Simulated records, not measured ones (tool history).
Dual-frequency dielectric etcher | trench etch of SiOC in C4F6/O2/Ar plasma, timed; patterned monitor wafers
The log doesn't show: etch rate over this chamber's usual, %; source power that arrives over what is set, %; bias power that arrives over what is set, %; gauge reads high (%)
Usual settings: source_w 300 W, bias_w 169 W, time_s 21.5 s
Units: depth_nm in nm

run,hour,source_w,bias_w,time_s,wafers since the last listed run,hours since the last wet clean,hours since the last source power generator calibration,hours since the last bias power generator calibration,hours since the last upper electrode change,hours since the gauge calibration,"read-back reference wafer on the same gauge, depth_nm",depth_nm
1,0,270,169,21.5,0,344.4,3255.3,2497.6,4628.2,628.5,33.22,33.75
2,25.7,270,169,21.5,346,370.1,3281,2523.3,4653.9,654.2,33.21,33.66
3,48,300,197,18.5,300,392.4,3303.3,2545.6,4676.2,676.5,33.2,32.52
4,149.7,300,197,18.5,1370,494.1,3405,2647.3,4777.9,778.2,33.22,32.32
# hour 161.8: gauge calibrated
# hour 185.8: wet clean of the chamber
5,186.3,300,197,18.5,169,0.5,3441.6,2683.9,4814.5,24.5,33.23,32.7
# hour 190.7: bias power generator calibrated
6,198.3,300,169,21.5,107,12.5,3453.6,7.6,4826.5,36.5,33.16,35.53
7,227.8,300,169,21.5,397,42,3483.1,37.1,4856,66,33.19,35.51
8,252.5,300,169,21.5,332,66.7,3507.8,61.8,4880.7,90.7,33.17,35.26
9,269.9,300,169,21.5,234,84.1,3525.2,79.2,4898.1,108.1,33.19,35.35
10,304,300,169,21.5,459,118.2,3559.3,113.3,4932.2,142.2,33.25,35.31
# hour 334.4: upper electrode replaced
11,334.9,300,169,21.5,92,149.1,3590.2,144.2,0.5,173.1,33.2,35.17
12,339.8,300,169,21.5,66,154,3595.1,149.1,5.4,178,33.15,35.04
13,371.4,240,185,27,425,185.6,3626.7,180.7,37,209.6,33.15,42.66
# hour 377.4: source power generator calibrated
14,394.9,300,180,19.5,262,209.1,17.5,204.2,60.5,233.1,33.24,33.02
15,412.6,240,152,21.5,238,226.8,35.2,221.9,78.2,250.8,33.22,30.74
16,434.9,300,169,21.5,300,249.1,57.5,244.2,100.5,273.1,33.2,34.84
17,462.4,300,153,21.5,370,276.6,85,271.7,128,300.6,33.21,33.41
18,477.6,300,169,21.5,204,291.8,100.2,286.9,143.2,315.8,33.24,35.18
19,508,300,169,21.5,409,322.2,130.6,317.3,173.6,346.2,33.17,34.85
20,538.3,350,186,17.5,408,352.5,160.9,347.6,203.9,376.5,33.15,31.48
21,571.4,300,150,21.5,445,385.6,194,380.7,237,409.6,33.19,33.04
22,606.2,300,169,21.5,468,420.4,228.8,415.5,271.8,444.4,33.2,34.78
23,635.5,300,195,19,394,449.7,258.1,444.8,301.1,473.7,33.21,32.94
24,654.5,230,146,21.5,255,468.7,277.1,463.8,320.1,492.7,33.25,29.25
25,682.2,250,169,21.5,373,496.4,304.8,491.5,347.8,520.4,33.19,32.34
# hour 721.1: wet clean of the chamber
26,721.6,300,137,19,207,0.5,344.2,530.9,387.2,559.8,33.22,27.96
27,727.3,380,197,26,76,6.2,349.9,536.6,392.9,565.5,33.16,50.2
28,739.8,300,205,21.5,168,18.7,362.4,549.1,405.4,578,33.2,38.8
29,793.4,340,200,24,722,72.3,416,602.7,459,631.6,33.18,44.93

How the hidden state differs across the entries between the runs, from the last listed run before each to the first after it:
Between runs 4 and 5: gauge calibrated (hour 161.8); wet clean of the chamber (hour 185.8)
  etch rate over this chamber's usual, %: -1.75 -> -0.119
  measured less the result without the state, depth_nm: -0.57 -> -0.04 nm
Between runs 5 and 6: bias power generator calibrated (hour 190.7)
  etch rate over this chamber's usual, %: -0.119 -> -0.164
  measured less the result without the state, depth_nm: -0.04 -> -0.06 nm
Between runs 10 and 11: upper electrode replaced (hour 334.4)
  etch rate over this chamber's usual, %: -0.562 -> -0.679
  measured less the result without the state, depth_nm: -0.2 -> -0.24 nm
Between runs 13 and 14: source power generator calibrated (hour 377.4)
  etch rate over this chamber's usual, %: -0.816 -> -0.904
  measured less the result without the state, depth_nm: -0.35 -> -0.31 nm
Between runs 25 and 26: wet clean of the chamber (hour 721.1)
  etch rate over this chamber's usual, %: -1.99 -> -0.314
  measured less the result without the state, depth_nm: -0.65 -> -0.09 nm
